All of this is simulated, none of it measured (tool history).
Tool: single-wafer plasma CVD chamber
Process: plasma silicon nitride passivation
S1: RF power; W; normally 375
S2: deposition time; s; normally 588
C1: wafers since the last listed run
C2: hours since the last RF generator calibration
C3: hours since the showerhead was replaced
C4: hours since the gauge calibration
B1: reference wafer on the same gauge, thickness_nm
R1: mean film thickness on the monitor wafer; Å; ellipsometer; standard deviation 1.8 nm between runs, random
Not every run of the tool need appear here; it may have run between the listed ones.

run	hour	S1	S2	C1	C2	C3	C4	B1	R1
1	0.0	375	494	0	1573.0	2163.6	925.2	934.333	6728.64
2	49.5	375	494	221	1622.5	2213.1	974.7	933.529	6723.84
3	87.1	375	494	168	1660.1	2250.7	1012.3	934.001	6736.97
4	131.7	345	665	199	1704.7	2295.3	1056.9	934.377	8868.26
5	162.4	345	665	137	1735.4	2326.0	1087.6	933.509	8906.26
6	189.2	345	665	120	1762.2	2352.8	1114.4	933.282	8880.02
7	253.2	415	622	286	1826.2	2416.8	1178.4	934.293	8715.99
8	309.9	375	588	253	1882.9	2473.5	1235.1	934.792	8010.09
9	339.9	375	588	134	1912.9	2503.5	1265.1	933.814	8019.03
# hour 390.1: RF generator calibrated
10	397.7	375	588	223	7.6	2561.3	1322.9	933.823	8033.61
# hour 417.9: gauge calibrated
11	435.2	375	588	167	45.1	2598.8	17.3	934.547	7999.49
# hour 479.2: showerhead replaced
12	502.0	375	588	263	111.9	22.8	84.1	934.280	8005.53
13	561.7	375	588	267	171.6	82.5	143.8	933.632	8017.33
14	615.1	350	513	239	225.0	135.9	197.2	933.541	6883.68
15	647.4	315	634	144	257.3	168.2	229.5	934.350	8263.90
16	701.2	375	623	240	311.1	222.0	283.3	934.481	8462.65
17	768.1	450	482	299	378.0	288.9	350.2	933.575	6865.73
18	816.4	355	588	216	426.3	337.2	398.5	934.017	7890.43
19	863.6	425	549	211	473.5	384.4	445.7	933.892	7700.50
20	918.1	335	532	244	528.0	438.9	500.2	934.230	7005.99
21	983.6	310	668	293	593.5	504.4	565.7	933.478	8679.94
22	1007.8	375	588	108	617.7	528.6	589.9	934.292	7997.92
23	1033.4	375	588	114	643.3	554.2	615.5	933.851	8034.84
24	1075.7	310	681	189	685.6	596.5	657.8	933.859	8851.39
25	1116.6	375	588	183	726.5	637.4	698.7	934.050	7992.00

Here are 5 independent what-if runs from the current tool condition. What would each one return?
A	1117.2	375	472	2	727.1	638.0	699.3	?	?
B	1117.2	355	506	2	727.1	638.0	699.3	?	?
C	1117.2	410	588	2	727.1	638.0	699.3	?	?
D	1117.2	375	520	2	727.1	638.0	699.3	?	?
E	1117.2	375	558	2	727.1	638.0	699.3	?	?

run	B1	R1
A	934.341	6453.83
B	934.341	6822.42
C	934.341	8227.48
D	934.341	7110.16
E	934.341	7629.74
With no hidden state in the tool, these same runs would have given:
run	R1
A	6453.83
B	6822.42
C	8227.48
D	7110.16
E	7629.74
